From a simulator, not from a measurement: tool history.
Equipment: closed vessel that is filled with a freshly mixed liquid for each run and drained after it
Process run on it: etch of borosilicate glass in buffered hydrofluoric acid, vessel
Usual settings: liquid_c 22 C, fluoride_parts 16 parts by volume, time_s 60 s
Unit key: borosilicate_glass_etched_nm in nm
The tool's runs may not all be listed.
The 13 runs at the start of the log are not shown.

| run | hour | liquid_c | fluoride_parts | time_s | read-back film thickness of the borosilicate glass reference wafer, read on the same gauge (nm) | borosilicate_glass_etched_nm |
|---|---|---|---|---|---|---|
| 14 | 436.3 | 22 | 16 | 60 | 29.98 | 47.24 |
| 15 | 470.4 | 26.5 | 10.5 | 60 | 30.02 | 91.37 |
| 16 | 497.7 | 22 | 22 | 70 | 30.01 | 41.41 |
| 17 | 528.3 | 24.5 | 13.5 | 75 | 30.01 | 80.77 |
| 18 | 564.2 | 22 | 16 | 60 | 29.99 | 47.46 |
| 19 | 584.1 | 22 | 19.5 | 85 | 29.98 | 55.92 |
| 20 | 599.9 | 22 | 16 | 60 | 30.04 | 47.62 |
| 21 | 632 | 22 | 16 | 60 | 30.01 | 48.03 |
| 22 | 653.3 | 22 | 16 | 60 | 30.05 | 47.84 |
|  | 669.2 | gauge calibrated |
| 23 | 681 | 27 | 19 | 75 | 29.97 | 65.93 |
| 24 | 708.6 | 18 | 9.5 | 35 | 30.01 | 36.6 |
| 25 | 734.8 | 19 | 13 | 35 | 30 | 29.09 |
| 26 | 755.1 | 19.5 | 11 | 90 | 30.04 | 90.57 |
| 27 | 778 | 24 | 14.5 | 30 | 30 | 29.32 |
| 28 | 805.7 | 27 | 16 | 60 | 30.01 | 62.94 |
| 29 | 819.2 | 26.5 | 16 | 75 | 30.01 | 76.34 |
| 30 | 840 | 20 | 16 | 90 | 29.97 | 64.47 |
| 31 | 864.3 | 22 | 16 | 45 | 29.99 | 35.87 |
| 32 | 898.3 | 22 | 16 | 60 | 30.01 | 48.3 |

The next listed run, before its measurement:
| 33 | 926.2 | 27 | 16 | 90 | ? | ? |

{"run 33": {"read-back film thickness of the borosilicate glass reference wafer, read on the same gauge (nm)": 30, "borosilicate_glass_etched_nm": 94.72}}
On a tool with no hidden condition, and with the same random variation, this run would have come out at borosilicate_glass_etched_nm 92.78 nm.

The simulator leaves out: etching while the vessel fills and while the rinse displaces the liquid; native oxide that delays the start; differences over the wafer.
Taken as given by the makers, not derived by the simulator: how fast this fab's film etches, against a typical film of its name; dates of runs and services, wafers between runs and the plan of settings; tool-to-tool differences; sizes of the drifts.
